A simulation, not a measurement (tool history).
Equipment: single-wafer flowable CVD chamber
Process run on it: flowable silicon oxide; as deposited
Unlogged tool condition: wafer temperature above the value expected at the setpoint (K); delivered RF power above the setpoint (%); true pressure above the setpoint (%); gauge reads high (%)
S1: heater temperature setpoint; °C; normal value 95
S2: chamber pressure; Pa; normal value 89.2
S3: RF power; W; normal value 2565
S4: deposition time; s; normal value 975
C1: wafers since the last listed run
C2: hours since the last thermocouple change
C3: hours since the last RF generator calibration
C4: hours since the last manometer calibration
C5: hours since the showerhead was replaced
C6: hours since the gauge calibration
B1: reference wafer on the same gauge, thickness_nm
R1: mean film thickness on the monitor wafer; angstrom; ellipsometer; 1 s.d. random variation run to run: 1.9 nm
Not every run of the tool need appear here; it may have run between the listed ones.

run,day,S1,S2,S3,S4,C1,C2,C3,C4,C5,C6,B1,R1
1,0,95,106.3,2565,975,0,1773.4,1961.3,1349.7,6663.4,52.9,532.291,7272.3
2,0.525,95,106.3,2565,975,27,1786,1973.9,1362.3,6676,65.5,533.887,7302.57
3,0.954,95,89.2,2565,975,22,1796.3,1984.2,1372.6,6686.3,75.8,533.527,6146.79
4,1.338,95,89.2,2565,975,19,1805.5,1993.4,1381.8,6695.5,85,533.141,6150.63
5,1.783,95,89.2,2565,975,23,1816.2,2004.1,1392.5,6706.2,95.7,533.066,6168.07
6,2.108,95,89.2,2565,975,16,1824,2011.9,1400.3,6714,103.5,532.907,6156.51
7,2.496,95,89.2,2565,853,20,1833.3,2021.2,1409.6,6723.3,112.8,533.122,5413.95
8,2.921,95,89.2,2565,853,22,1843.5,2031.4,1419.8,6733.5,123,532.275,5413.28
9,3.533,95,89.2,2565,853,31,1858.2,2046.1,1434.5,6748.2,137.7,533.002,5432.81
10,4.221,95,89.2,2565,975,35,1874.7,2062.6,1451,6764.7,154.2,532.804,6203.44
11,4.708,95,89.2,2565,975,25,1886.4,2074.3,1462.7,6776.4,165.9,533.959,6206.24
12,5.204,95,89.2,2565,856,25,1898.3,2086.2,1474.6,6788.3,177.8,532.865,5438.4
13,5.696,95,89.2,2565,856,25,1910.1,2098,1486.4,6800.1,189.6,533.328,5457.51
14,6.4,95,89.2,2565,856,36,1927,2114.9,1503.3,6817,206.5,532.985,5487.25
15,6.95,101,89.2,2240,975,28,1940.2,2128.1,1516.5,6830.2,219.7,533.243,4969.04
# day 7.388: thermocouple changed; heater temperature recalibrated
16,7.404,95,89.2,2565,975,6,0.4,2139,1527.4,6841.1,230.6,533.253,5410.87
17,7.875,95,89.2,2565,975,24,11.7,2150.3,1538.7,6852.4,241.9,532.305,5408.22
# day 8.825: capacitance manometer re-zeroed and calibrated
18,8.846,95,89.2,2565,910,33,35,2173.6,0.5,6875.7,265.2,533.507,5059.73
19,8.908,95,89.2,2565,975,3,36.5,2175.1,2,6877.2,266.7,533.323,5407.14
# day 9.912: showerhead replaced, of another model than before
# day 10.379: RF generator calibrated
20,10.821,95,89.2,2565,975,64,82.4,10.6,47.9,21.8,312.6,533.682,5421.82
# day 10.929: gauge calibrated
21,11.379,103,89.2,2565,975,29,95.8,24,61.3,35.2,10.8,532.866,4082.13
22,11.729,91,98.9,2700,1164,18,104.2,32.4,69.7,43.6,19.2,532.524,8091.06
23,13.662,95,89.2,2565,975,100,150.6,78.8,116.1,90,65.6,533.19,5415.69
24,14.083,95,78.3,2565,975,21,160.7,88.9,126.2,100.1,75.7,533.142,4952.96
25,14.671,82,100.1,2990,1102,30,174.8,103,140.3,114.2,89.8,533.453,10520.62
26,15.304,95,89.2,2565,975,32,190,118.2,155.5,129.4,105,533.356,5412.08
27,15.854,95,89.2,2565,785,28,203.2,131.4,168.7,142.6,118.2,533.422,4395.07
28,16.317,95,107.1,2565,802,24,214.3,142.5,179.8,153.7,129.3,533.307,5072.48
29,16.704,95,89.2,2700,1032,20,223.6,151.8,189.1,163,138.6,532.954,5805.62

Forecast each of these 3 alternatives for the next run:
A,16.733,95,89.2,2105,975,1,224.3,152.5,189.8,163.7,139.3,?,?
B,16.733,90,101.1,2565,975,1,224.3,152.5,189.8,163.7,139.3,?,?
C,16.733,95,89.2,3060,975,1,224.3,152.5,189.8,163.7,139.3,?,?

run,B1,R1
A,533.3,5088.93
B,533.3,7081.07
C,533.3,5547.05
Stripped of hidden state, with their random variation kept, the same runs would have yielded:
run,R1
A,5099.81
B,7094.39
C,5558.91
